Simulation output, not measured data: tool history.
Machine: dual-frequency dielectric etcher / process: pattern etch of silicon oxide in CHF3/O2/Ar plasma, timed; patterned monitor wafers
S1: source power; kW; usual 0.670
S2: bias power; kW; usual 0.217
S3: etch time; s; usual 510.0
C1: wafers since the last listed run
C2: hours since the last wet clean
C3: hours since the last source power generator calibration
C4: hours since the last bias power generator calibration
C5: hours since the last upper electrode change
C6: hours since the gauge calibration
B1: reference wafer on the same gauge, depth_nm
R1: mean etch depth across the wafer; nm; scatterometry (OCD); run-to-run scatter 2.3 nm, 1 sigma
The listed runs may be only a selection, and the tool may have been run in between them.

run    hour     S1     S2     S3   C1     C2      C3      C4      C5      C6     B1      R1
  1     0.0  0.670  0.217  407.5    0    0.5  3996.5  4461.8  2992.0  1358.8  939.8   938.4
  2    42.8  0.670  0.217  407.5  175   43.3  4039.3  4504.6  3034.8  1401.6  940.3   936.3
  3    81.2  0.670  0.217  510.0  157   81.7  4077.7  4543.0  3073.2  1440.0  939.8  1168.6
  4   150.2  0.670  0.217  510.0  283  150.7  4146.7  4612.0  3142.2  1509.0  939.5  1164.6
  5   190.7  0.670  0.217  510.0  166  191.2  4187.2  4652.5  3182.7  1549.5  939.7  1166.0
  6   236.5  0.670  0.198  510.0  187  237.0  4233.0  4698.3  3228.5  1595.3  939.6  1129.0
  7   271.2  0.670  0.217  510.0  142  271.7  4267.7  4733.0  3263.2  1630.0  940.1  1159.0
  8   324.5  0.670  0.217  510.0  218  325.0  4321.0  4786.3  3316.5  1683.3  939.8  1153.1
      341.5  -- gauge calibrated
  9   357.0  0.670  0.179  510.0  133  357.5  4353.5  4818.8  3349.0    15.5  939.9  1088.9
      424.1  -- wet clean of the chamber
 10   424.6  0.670  0.179  510.0  178    0.5  4421.1  4886.4  3416.6    83.1  939.9  1122.8
 11   473.2  0.580  0.217  582.0  199   49.1  4469.7  4935.0  3465.2   131.7  940.2  1252.7
 12   517.9  0.670  0.217  510.0  183   93.8  4514.4  4979.7  3509.9   176.4  940.0  1179.4
      527.3  -- bias power generator calibrated
 13   551.5  0.750  0.256  453.5  121  127.4  4548.0    24.2  3543.5   210.0  940.0  1162.3
 14   580.5  0.620  0.170  444.5  119  156.4  4577.0    53.2  3572.5   239.0  939.7   915.5
 15   640.1  0.670  0.179  510.0  244  216.0  4636.6   112.8  3632.1   298.6  940.0  1107.3
 16   701.6  0.670  0.217  510.0  252  277.5  4698.1   174.3  3693.6   360.1  940.6  1166.8
      759.0  -- wet clean of the chamber
 17   763.3  0.670  0.217  510.0  154    4.3  4759.8   236.0  3755.3   421.8  939.6  1176.8
 18   788.5  0.510  0.239  510.0  103   29.5  4785.0   261.2  3780.5   447.0  939.9  1056.3
 19   838.5  0.780  0.269  581.5  205   79.5  4835.0   311.2  3830.5   497.0  939.8  1538.5
 20   899.5  0.670  0.217  510.0  250  140.5  4896.0   372.2  3891.5   558.0  940.5  1172.4
     1027.1  -- upper electrode replaced
     1060.5  -- source power generator calibrated
 21  1067.8  0.520  0.217  398.0  575  308.8     7.3   540.5    40.7   726.3  940.2   776.8
     1094.4  -- wet clean of the chamber
 22  1098.8  0.670  0.189  510.0   28    4.4    38.3   571.5    71.7   757.3  940.3  1115.6
 23  1146.1  0.670  0.217  404.5  194   51.7    85.6   618.8   119.0   804.6  939.9   916.4
 24  1211.8  0.670  0.232  659.5  269  117.4   151.3   684.5   184.7   870.3  940.2  1519.8
 25  1279.4  0.670  0.217  553.0  277  185.0   218.9   752.1   252.3   937.9  939.9  1246.8
 26  1422.3  0.520  0.173  359.5  586  327.9   361.8   895.0   395.2  1080.8  940.2   659.8
     1453.9  -- wet clean of the chamber
 27  1479.2  0.810  0.217  510.0  135   25.3   418.7   951.9   452.1  1137.7  940.2  1261.0
 28  1526.0  0.670  0.217  574.0  192   72.1   465.5   998.7   498.9  1184.5  940.1  1289.0

For each entry between runs, how does the tool's hidden state at the last listed run before it compare with that at the first listed run after it?
In the gap between runs 8 and 9: gauge calibrated (hour 341.5)
  etch rate over this chamber's usual, %: -2.14 -> -2.34; source power that arrives over what is set, %: 4.51 -> 4.54
  difference, measured minus the result without the unlogged condition, R1: -0.4 -> -2.1 nm
In the gap between runs 9 and 10: wet clean of the chamber (hour 424.1)
  etch rate over this chamber's usual, %: -2.34 -> 0.424; source power that arrives over what is set, %: 4.54 -> 4.62
  difference, measured minus the result without the unlogged condition, R1: -2.1 -> +29.1 nm
In the gap between runs 12 and 13: bias power generator calibrated (hour 527.3)
  etch rate over this chamber's usual, %: -0.133 -> -0.333; source power that arrives over what is set, %: 4.72 -> 4.76
  difference, measured minus the result without the unlogged condition, R1: +24.5 -> +21.9 nm
In the gap between runs 16 and 17: wet clean of the chamber (hour 759.0)
  etch rate over this chamber's usual, %: -1.23 -> -0.0901; source power that arrives over what is set, %: 4.92 -> 4.99
  difference, measured minus the result without the unlogged condition, R1: +12.6 -> +26.4 nm
In the gap between runs 20 and 21: upper electrode replaced (hour 1027.1); source power generator calibrated (hour 1060.5)
  etch rate over this chamber's usual, %: -0.902 -> -1.91; source power that arrives over what is set, %: 5.14 -> -0.0241
  difference, measured minus the result without the unlogged condition, R1: +17.7 -> -15.2 nm
In the gap between runs 21 and 22: wet clean of the chamber (hour 1094.4)
  etch rate over this chamber's usual, %: -1.91 -> 0.423; source power that arrives over what is set, %: -0.0241 -> 0.00973
  difference, measured minus the result without the unlogged condition, R1: -15.2 -> +4.8 nm
In the gap between runs 26 and 27: wet clean of the chamber (hour 1453.9)
  etch rate over this chamber's usual, %: -1.51 -> -0.56; source power that arrives over what is set, %: 0.362 -> 0.424
  difference, measured minus the result without the unlogged condition, R1: -8.9 -> -4.5 nm
